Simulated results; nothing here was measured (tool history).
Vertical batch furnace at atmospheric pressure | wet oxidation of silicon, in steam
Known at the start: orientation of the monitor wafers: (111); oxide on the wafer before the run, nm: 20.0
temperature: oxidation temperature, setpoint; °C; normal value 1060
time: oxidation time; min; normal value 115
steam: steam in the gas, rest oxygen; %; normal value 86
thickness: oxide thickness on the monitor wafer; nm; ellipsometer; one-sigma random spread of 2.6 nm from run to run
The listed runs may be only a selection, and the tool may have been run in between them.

run	hour	temperature	time	steam	read-back reference wafer on the same gauge, thickness	thickness
1	0	1079	81.5	86	947.11	752.32
2	16.1	1060	115	86	947.53	848.21
3	30.9	1060	115	86	947.51	844.33
4	50	1060	115	90	947.19	865.6
5	82.9	1060	115	90	945.86	863.68
6	116.1	1060	115	90	945.14	862.88
7	140.5	1060	115	86	944.89	844.44
8	154.3	1060	115	86	944.9	846.68
9	174.6	1060	143.5	86	944.25	950.25
10	186.9	1060	143.5	86	944.54	945.08
11	201.8	1060	157	77	944.39	942.34
12	236.3	1060	157	77	943.98	938.31
13	255	1060	157	77	943.51	940.86
14	278.9	1060	89	86	943.51	732.18
15	302.9	1060	127.5	86	943.29	888.66
16	338.3	1060	127.5	86	943	890.59
17	352.3	1077	145.5	76	942.48	946.3
18	369.6	1045	71	95	943.7	644.11
19	387.2	1060	115	86	942.57	845.24
# hour 393.5: gauge calibrated
20	410	1060	89	86	962.41	746.6
21	445.1	1074	115	86	959.64	898.57
22	479.9	1075	77	79	957.02	692.28
# hour 518.6: steam generator serviced
# hour 533.8: thermocouples replaced and temperature profile calibrated
23	534.3	1082	137.5	86	953.21	1008.92
24	546.8	1046	139	76	952.31	833.94
25	562.1	1084	115	96	951.93	979.04
26	580.6	1048	74	95	950.97	670.1
27	607.3	1077	149	76	949.79	966.7
28	623.6	1060	115	86	949.38	845.99
29	636.3	1060	81	86	949.2	702.19
30	671.9	1047	171.5	86	947.51	1000.11
31	696.7	1060	93	86	947.23	753.64
32	709.6	1068	140	78	947.41	915.27
33	729.9	1060	67.5	86	946.87	631.93

Predict each of these 3 candidate next runs independently; none follows another, all start after run 33:
A	735	1060	115	86	?	?
B	735	1040	115	97	?	?
C	735	1060	115	78	?	?

run	read-back reference wafer on the same gauge, thickness	thickness
A	946.64	844.96
B	946.64	837.64
C	946.64	801.44
What these runs would have given with no unlogged condition in the tool:
run	thickness
A	861.59
B	854.13
C	817.22

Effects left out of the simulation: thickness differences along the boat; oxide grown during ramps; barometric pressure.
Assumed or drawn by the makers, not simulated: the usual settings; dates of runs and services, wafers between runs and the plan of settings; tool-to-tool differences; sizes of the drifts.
